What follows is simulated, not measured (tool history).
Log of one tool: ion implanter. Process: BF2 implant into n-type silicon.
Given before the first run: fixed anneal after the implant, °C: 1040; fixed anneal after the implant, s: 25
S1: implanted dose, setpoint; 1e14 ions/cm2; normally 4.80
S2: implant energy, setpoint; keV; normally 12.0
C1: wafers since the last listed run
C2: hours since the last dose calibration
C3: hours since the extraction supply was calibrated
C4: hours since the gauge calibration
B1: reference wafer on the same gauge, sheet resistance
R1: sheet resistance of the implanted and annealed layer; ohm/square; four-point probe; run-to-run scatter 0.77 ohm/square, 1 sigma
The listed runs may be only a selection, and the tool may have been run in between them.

run,hour,S1,S2,C1,C2,C3,C4,B1,R1
1,0.0,4.80,12.0,0,1290.4,1719.8,278.8,226.04,263.32
2,20.5,4.80,12.0,261,1310.9,1740.3,299.3,226.02,262.80
3,50.1,4.80,12.0,377,1340.5,1769.9,328.9,226.09,262.73
4,134.0,4.80,12.0,1069,1424.4,1853.8,412.8,225.88,261.67
5,169.4,4.80,12.0,451,1459.8,1889.2,448.2,226.08,261.80
6,190.0,4.80,12.0,262,1480.4,1909.8,468.8,225.98,260.07
7,215.9,4.80,12.0,330,1506.3,1935.7,494.7,225.97,261.44
8,250.3,5.78,12.0,438,1540.7,1970.1,529.1,226.03,228.64
9,279.5,5.59,12.0,372,1569.9,1999.3,558.3,225.86,233.12
10,303.2,5.59,12.0,302,1593.6,2023.0,582.0,226.01,233.40
11,334.2,5.59,12.0,395,1624.6,2054.0,613.0,226.04,231.94
12,348.0,4.80,12.0,175,1638.4,2067.8,626.8,226.09,260.38
# hour 358.0: Faraday cup replaced and dose calibrated
# hour 397.3: extraction supply calibrated
13,397.8,4.80,12.0,430,39.8,0.5,676.6,225.99,267.46
14,424.7,4.80,12.0,342,66.7,27.4,703.5,225.99,267.23
# hour 434.2: gauge calibrated
15,443.3,4.80,12.0,237,85.3,46.0,9.1,225.96,267.29
16,474.1,4.80,12.0,392,116.1,76.8,39.9,226.02,266.47
17,507.9,5.50,13.5,430,149.9,110.6,73.7,226.08,236.61
18,524.8,4.12,8.0,215,166.8,127.5,90.6,225.92,323.52
19,559.8,4.80,15.0,446,201.8,162.5,125.6,225.92,258.46
20,577.3,4.80,12.0,223,219.3,180.0,143.1,225.89,267.12
21,593.7,4.80,12.0,209,235.7,196.4,159.5,225.96,265.56
22,609.8,3.49,8.5,205,251.8,212.5,175.6,225.92,361.81
23,645.2,6.16,9.5,451,287.2,247.9,211.0,225.97,233.65
24,665.7,3.75,15.0,261,307.7,268.4,231.5,226.11,312.40
25,701.5,4.26,13.0,456,343.5,304.2,267.3,225.86,289.28
26,714.7,4.80,12.0,168,356.7,317.4,280.5,226.04,266.01
27,733.8,3.41,14.0,243,375.8,336.5,299.6,226.05,342.87
28,754.6,5.44,16.0,265,396.6,357.3,320.4,226.05,230.95
29,766.8,4.13,8.5,155,408.8,369.5,332.6,226.01,317.72
30,780.3,5.43,12.0,172,422.3,383.0,346.1,225.95,242.31
31,806.5,5.26,9.0,334,448.5,409.2,372.3,225.99,264.11
32,874.7,4.80,11.0,869,516.7,477.4,440.5,225.93,269.03
33,899.2,5.67,12.0,312,541.2,501.9,465.0,226.00,235.35

What the log doesn't show, run by run:
deviation of the true energy from its setpoint, %: 0 at every run
gauge reads high (%): 0 at every run
H1: deviation of the true dose from the Faraday cup's reading, %
run,H1
1,3.9
2,3.96
3,4.06
4,4.32
5,4.43
6,4.5
7,4.58
8,4.68
9,4.78
10,4.85
11,4.95
12,4.99
13,1.14
14,1.23
15,1.29
16,1.38
17,1.49
18,1.54
19,1.65
20,1.71
21,1.76
22,1.81
23,1.92
24,1.98
25,2.1
26,2.14
27,2.2
28,2.26
29,2.3
30,2.34
31,2.42
32,2.64
33,2.72
